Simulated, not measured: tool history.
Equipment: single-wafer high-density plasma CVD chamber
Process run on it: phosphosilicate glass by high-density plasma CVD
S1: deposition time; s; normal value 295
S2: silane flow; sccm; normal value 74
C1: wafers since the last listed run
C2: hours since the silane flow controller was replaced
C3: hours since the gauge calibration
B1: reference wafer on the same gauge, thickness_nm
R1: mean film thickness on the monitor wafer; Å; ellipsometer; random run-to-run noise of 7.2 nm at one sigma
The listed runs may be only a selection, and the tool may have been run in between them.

{"run": 1, "hour": 0.0, "S1": 295, "S2": 74, "C1": 0, "C2": 4203.1, "C3": 133.3, "B1": 2491.069, "R1": 23978.19}
{"run": 2, "hour": 35.7, "S1": 295, "S2": 74, "C1": 147, "C2": 4238.8, "C3": 169.0, "B1": 2489.125, "R1": 23937.28}
{"run": 3, "hour": 48.6, "S1": 295, "S2": 74, "C1": 53, "C2": 4251.7, "C3": 181.9, "B1": 2490.423, "R1": 23819.86}
{"run": 4, "hour": 81.4, "S1": 316, "S2": 74, "C1": 135, "C2": 4284.5, "C3": 214.7, "B1": 2491.366, "R1": 25676.08}
{"run": 5, "hour": 105.1, "S1": 316, "S2": 74, "C1": 97, "C2": 4308.2, "C3": 238.4, "B1": 2489.594, "R1": 25600.11}
{"run": 6, "hour": 118.5, "S1": 316, "S2": 74, "C1": 55, "C2": 4321.6, "C3": 251.8, "B1": 2490.055, "R1": 25512.96}
{"run": 7, "hour": 136.7, "S1": 295, "S2": 74, "C1": 74, "C2": 4339.8, "C3": 270.0, "B1": 2490.263, "R1": 24018.29}
{"run": 8, "hour": 223.9, "S1": 295, "S2": 74, "C1": 359, "C2": 4427.0, "C3": 357.2, "B1": 2488.664, "R1": 23826.52}
{"run": 9, "hour": 258.6, "S1": 295, "S2": 74, "C1": 142, "C2": 4461.7, "C3": 391.9, "B1": 2488.094, "R1": 23925.33}
{"run": 10, "hour": 287.6, "S1": 330, "S2": 74, "C1": 119, "C2": 4490.7, "C3": 420.9, "B1": 2489.517, "R1": 26677.82}
{"hour": 317.3, "done": "silane flow controller replaced"}
{"run": 11, "hour": 317.8, "S1": 248, "S2": 74, "C1": 91, "C2": 0.5, "C3": 451.1, "B1": 2489.552, "R1": 20157.53}
{"run": 12, "hour": 324.0, "S1": 295, "S2": 74, "C1": 25, "C2": 6.7, "C3": 457.3, "B1": 2493.1, "R1": 23819.6}
{"run": 13, "hour": 355.8, "S1": 349, "S2": 69, "C1": 130, "C2": 38.5, "C3": 489.1, "B1": 2491.224, "R1": 26433.08}
{"hour": 366.4, "done": "gauge calibrated"}
{"run": 14, "hour": 369.9, "S1": 244, "S2": 59, "C1": 58, "C2": 52.6, "C3": 3.5, "B1": 2492.242, "R1": 15782.29}
{"run": 15, "hour": 403.1, "S1": 295, "S2": 74, "C1": 136, "C2": 85.8, "C3": 36.7, "B1": 2495.087, "R1": 23997.3}
{"run": 16, "hour": 454.7, "S1": 244, "S2": 62, "C1": 212, "C2": 137.4, "C3": 88.3, "B1": 2488.47, "R1": 16642.13}
{"run": 17, "hour": 484.5, "S1": 295, "S2": 74, "C1": 122, "C2": 167.2, "C3": 118.1, "B1": 2487.923, "R1": 23869.46}
{"run": 18, "hour": 515.1, "S1": 263, "S2": 62, "C1": 126, "C2": 197.8, "C3": 148.7, "B1": 2493.014, "R1": 17869.88}

Here are 4 independent what-if runs from the current tool condition. What would each one return?
{"run": "A", "hour": 515.6, "S1": 295, "S2": 74, "C1": 2, "C2": 198.3, "C3": 149.2, "B1": "?", "R1": "?"}
{"run": "B", "hour": 515.6, "S1": 349, "S2": 65, "C1": 2, "C2": 198.3, "C3": 149.2, "B1": "?", "R1": "?"}
{"run": "C", "hour": 515.6, "S1": 325, "S2": 62, "C1": 2, "C2": 198.3, "C3": 149.2, "B1": "?", "R1": "?"}
{"run": "D", "hour": 515.6, "S1": 325, "S2": 80, "C1": 2, "C2": 198.3, "C3": 149.2, "B1": "?", "R1": "?"}

run=A B1=2490.567 R1=23741.59
run=B B1=2490.567 R1=24671.46
run=C B1=2490.567 R1=21914.48
run=D B1=2490.567 R1=28276.75
Without the tool's unlogged condition, the same runs would have read:
run=A R1=23741.59
run=B R1=24671.46
run=C R1=21914.48
run=D R1=28276.75
